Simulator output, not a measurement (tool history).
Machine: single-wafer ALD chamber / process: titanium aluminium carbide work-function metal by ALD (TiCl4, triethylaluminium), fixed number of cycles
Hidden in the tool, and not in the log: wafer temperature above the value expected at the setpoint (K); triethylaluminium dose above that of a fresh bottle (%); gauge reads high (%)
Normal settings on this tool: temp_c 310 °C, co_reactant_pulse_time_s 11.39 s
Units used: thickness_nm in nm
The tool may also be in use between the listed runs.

run	hour	temp_c	co_reactant_pulse_time_s	wafers since the last listed run	hours since the last thermocouple change	hours since the last triethylaluminium bottle change	hours since the showerhead was replaced	hours since the gauge calibration	read-back reference wafer on the same gauge, thickness_nm	thickness_nm
1	0.0	310	9.03	0	656.1	1360.1	3117.1	1277.1	1.949	1.934
2	43.8	310	11.39	413	699.9	1403.9	3160.9	1320.9	1.949	1.981
3	147.8	310	11.39	981	803.9	1507.9	3264.9	1424.9	1.950	1.976
4	209.6	310	11.39	583	865.7	1569.7	3326.7	1486.7	1.949	1.979
5	290.1	310	11.39	759	946.2	1650.2	3407.2	1567.2	1.950	1.974
6	397.7	310	11.39	1015	1053.8	1757.8	3514.8	1674.8	1.950	1.978
7	480.3	310	9.85	779	1136.4	1840.4	3597.4	1757.4	1.949	1.954
# hour 549.9: showerhead replaced
8	558.1	310	11.39	658	1214.2	1918.2	8.2	1835.2	1.950	1.975
# hour 559.9: gauge calibrated
# hour 615.0: thermocouple changed; heater temperature recalibrated
9	636.8	310	11.39	667	21.8	1996.9	86.9	76.9	1.949	2.014
10	683.8	310	11.39	443	68.8	2043.9	133.9	123.9	1.950	2.003
# hour 725.0: triethylaluminium bottle replaced
11	790.7	306	13.60	933	175.7	65.7	240.8	230.8	1.950	1.982
12	834.5	306	13.60	413	219.5	109.5	284.6	274.6	1.951	1.989
13	936.4	310	11.39	961	321.4	211.4	386.5	376.5	1.950	1.999
14	1073.7	305	7.96	1295	458.7	348.7	523.8	513.8	1.949	1.868
15	1133.0	305	15.43	559	518.0	408.0	583.1	573.1	1.949	1.970
16	1196.3	310	13.75	597	581.3	471.3	646.4	636.4	1.950	2.011
17	1259.2	303	7.95	593	644.2	534.2	709.3	699.3	1.950	1.841
18	1326.7	324	13.51	637	711.7	601.7	776.8	766.8	1.950	2.135
19	1392.9	310	9.59	624	777.9	667.9	843.0	833.0	1.950	1.947
20	1484.1	310	12.97	860	869.1	759.1	934.2	924.2	1.951	2.000
21	1521.5	305	6.98	353	906.5	796.5	971.6	961.6	1.951	1.822

Run 22 has not been measured yet. What should we expect?
22	1590.7	310	15.73	653	975.7	865.7	1040.8	1030.8	?	?

read-back reference wafer on the same gauge, thickness_nm: 1.951
thickness_nm: 2.011 nm
Minus the tool's unlogged condition, the same run would have read thickness_nm 2.044 nm.
